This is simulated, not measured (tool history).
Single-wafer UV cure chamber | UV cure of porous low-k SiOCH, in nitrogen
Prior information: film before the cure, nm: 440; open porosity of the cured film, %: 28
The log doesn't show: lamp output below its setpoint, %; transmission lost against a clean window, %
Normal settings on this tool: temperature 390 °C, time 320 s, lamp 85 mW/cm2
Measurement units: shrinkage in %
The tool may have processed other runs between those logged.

run	hour	temperature	time	lamp	wafers since the last listed run	hours since the UV bulbs were replaced	wafers since the quartz window was cleaned	shrinkage
1	0.0	390	320	85	0	2200.2	85	14.401
2	39.4	390	320	73	416	2239.6	501	13.260
3	85.6	390	320	73	487	2285.8	989	13.672
4	133.5	390	320	73	505	2333.7	1495	13.534
5	186.7	390	320	85	561	2386.9	2057	14.263
6	223.4	390	320	85	387	2423.6	2444	14.128
# hour 265.2: UV bulbs replaced
7	286.7	390	320	85	583	21.5	3028	13.674
8	347.5	390	320	58	642	82.3	3670	11.136
# hour 375.1: quartz window cleaned
9	380.2	409	375	74	260	115.0	54	14.946
10	411.3	390	320	85	328	146.1	382	14.615
11	483.1	404	240	124	758	217.9	1140	15.074
12	541.0	390	320	85	611	275.8	1752	14.231
13	566.5	390	450	116	269	301.3	2021	17.802
14	598.7	390	215	119	340	333.5	2361	13.817
15	631.1	390	320	85	342	365.9	2703	14.008

Each row is a separate what-if for the run after 15, all from the same tool condition, not one after another. Results?
A	631.5	390	320	85	4	366.3	2708	?
B	631.5	406	320	57	4	366.3	2708	?
C	631.5	370	385	110	4	366.3	2708	?

run	shrinkage
A	14.047
B	12.262
C	16.015
What these runs would have given with no unlogged condition in the tool:
run	shrinkage
A	14.666
B	12.863
C	16.653
